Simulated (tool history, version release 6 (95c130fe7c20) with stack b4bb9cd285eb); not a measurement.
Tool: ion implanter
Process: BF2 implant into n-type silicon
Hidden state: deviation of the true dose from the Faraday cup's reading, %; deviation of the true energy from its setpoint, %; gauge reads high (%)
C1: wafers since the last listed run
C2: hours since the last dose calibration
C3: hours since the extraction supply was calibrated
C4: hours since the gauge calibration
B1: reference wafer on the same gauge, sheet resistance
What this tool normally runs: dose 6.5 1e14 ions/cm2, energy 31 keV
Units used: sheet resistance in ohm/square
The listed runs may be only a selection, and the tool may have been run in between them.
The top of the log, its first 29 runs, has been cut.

{"run": 30, "hour": 1407.8, "dose": 6.5, "energy": 33.5, "C1": 1903, "C2": 1160.7, "C3": 670.7, "C4": 494.5, "B1": 170.95, "sheet resistance": 182.67}
{"run": 31, "hour": 1478.1, "dose": 6.5, "energy": 34.5, "C1": 2347, "C2": 1231, "C3": 741, "C4": 564.8, "B1": 170.96, "sheet resistance": 182.66}
{"run": 32, "hour": 1509.5, "dose": 6.5, "energy": 31, "C1": 1048, "C2": 1262.4, "C3": 772.4, "C4": 596.2, "B1": 170.75, "sheet resistance": 184.9}
{"hour": 1580.9, "done": "Faraday cup replaced and dose calibrated"}
{"run": 33, "hour": 1680.9, "dose": 7.79, "energy": 41, "C1": 5456, "C2": 100, "C3": 943.8, "C4": 767.6, "B1": 171.24, "sheet resistance": 152.09}
{"run": 34, "hour": 1718.3, "dose": 4.93, "energy": 22.5, "C1": 1248, "C2": 137.4, "C3": 981.2, "C4": 805, "B1": 171.25, "sheet resistance": 239.55}
{"run": 35, "hour": 1788.5, "dose": 6.01, "energy": 23.5, "C1": 2344, "C2": 207.6, "C3": 1051.4, "C4": 875.2, "B1": 171.09, "sheet resistance": 200.17}
{"run": 36, "hour": 1845.8, "dose": 7.63, "energy": 31, "C1": 1913, "C2": 264.9, "C3": 1108.7, "C4": 932.5, "B1": 171.33, "sheet resistance": 162.05}
{"run": 37, "hour": 1893.9, "dose": 6.5, "energy": 31, "C1": 1606, "C2": 313, "C3": 1156.8, "C4": 980.6, "B1": 171.07, "sheet resistance": 183.64}
{"run": 38, "hour": 1932.1, "dose": 4.9, "energy": 39.5, "C1": 1275, "C2": 351.2, "C3": 1195, "C4": 1018.8, "B1": 170.98, "sheet resistance": 229.99}

Below are 3 alternative next runs, each starting from the tool's condition after run 38. Predict each:
{"run": "A", "hour": 1932.5, "dose": 6.5, "energy": 35, "C1": 13, "C2": 351.6, "C3": 1195.4, "C4": 1019.2, "B1": "?", "sheet resistance": "?"}
{"run": "B", "hour": 1932.5, "dose": 8.12, "energy": 23.5, "C1": 13, "C2": 351.6, "C3": 1195.4, "C4": 1019.2, "B1": "?", "sheet resistance": "?"}
{"run": "C", "hour": 1932.5, "dose": 6.5, "energy": 40, "C1": 13, "C2": 351.6, "C3": 1195.4, "C4": 1019.2, "B1": "?", "sheet resistance": "?"}

run=A B1=171.21 sheet_resistance=180.83
run=B B1=171.21 sheet_resistance=158.51
run=C B1=171.21 sheet_resistance=178.71
Without the tool's hidden state the same runs would have given:
run=A sheet_resistance=180.83
run=B sheet_resistance=158.51
run=C sheet_resistance=178.71
